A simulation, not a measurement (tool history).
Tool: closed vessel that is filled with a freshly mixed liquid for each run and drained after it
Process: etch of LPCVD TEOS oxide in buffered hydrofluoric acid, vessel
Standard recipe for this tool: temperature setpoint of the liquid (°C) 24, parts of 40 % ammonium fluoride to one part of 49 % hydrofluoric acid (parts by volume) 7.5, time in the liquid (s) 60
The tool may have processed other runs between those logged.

run	day	temperature setpoint of the liquid (°C)	parts of 40 % ammonium fluoride to one part of 49 % hydrofluoric acid (parts by volume)	time in the liquid (s)	wafers since the last listed run	hours since the thermometer was replaced	hours since the hydrofluoric acid flow meter was replaced	hours since the gauge calibration	read-back film thickness of the LPCVD TEOS oxide reference wafer, read on the same gauge (nm)	thickness taken off the LPCVD TEOS oxide on a monitor wafer (Å)
1	0	24	7.5	60	0	803	910.5	210.1	129.99	2589
2	1.454	24	7.5	60	4862	837.9	945.4	245	129.99	2601.6
3	3.242	24	7.5	60	5977	880.8	988.3	287.9	130.01	2614.1
4	6.158	24	7.5	60	9753	950.8	1058.3	357.9	129.99	2583.2
5	7.221	24	7.5	60	3552	976.3	1083.8	383.4	130.01	2566.5
6	8.558	24	7.5	60	4472	1008.4	1115.9	415.5	130	2561.8
7	10.121	24	7.5	70	5224	1045.9	1153.4	453	129.99	2978.6
8	12.046	24	7.5	70	6437	1092.1	1199.6	499.2	130.02	2988
9	13.75	24	7.5	60	5698	1133	1240.5	540.1	130	2534.9
10	15.696	25.5	9	30	6506	1179.7	1287.2	586.8	129.98	1182.5
# day 16.938: gauge calibrated
11	17.954	24	7.5	60	7551	1233.9	1341.4	24.4	130.01	2526.1
12	20.496	24	7.5	60	8499	1294.9	1402.4	85.4	129.99	2535.3
13	22.375	22	7.5	75	6283	1340	1447.5	130.5	130.01	2816.9
14	24.704	20	7.5	60	7788	1395.9	1503.4	186.4	129.97	1971.3
# day 25.833: thermometer replaced
# day 27.171: hydrofluoric acid flow meter replaced
15	27.696	24	6.5	60	9725	44.7	12.6	258.2	129.99	3293.1
16	30.112	20.5	8.5	90	8081	102.7	70.6	316.2	130	3035.3
17	31.746	21.5	7.5	60	5461	141.9	109.8	355.4	130.01	2461.5
18	34.704	28	7.5	30	9892	212.9	180.8	426.4	130.02	1723.7
19	37.683	24	7.5	95	9962	284.4	252.3	497.9	130	4350.8

Forecast each of these 4 alternatives for the next run:
A	37.712	24	7.5	60	97	285.1	253	498.6	?	?
B	37.712	28	5	30	97	285.1	253	498.6	?	?
C	37.712	24	10	60	97	285.1	253	498.6	?	?
D	37.712	26	5.5	30	97	285.1	253	498.6	?	?

run	read-back film thickness of the LPCVD TEOS oxide reference wafer, read on the same gauge (nm)	thickness taken off the LPCVD TEOS oxide on a monitor wafer (Å)
A	130.01	2757.5
B	130.01	2470.3
C	130.01	2124.2
D	130.01	2048.9
Had the tool no hidden state, the same runs would have come out as:
run	thickness taken off the LPCVD TEOS oxide on a monitor wafer (Å)
A	2838.6
B	2526.8
C	2180.4
D	2095.8
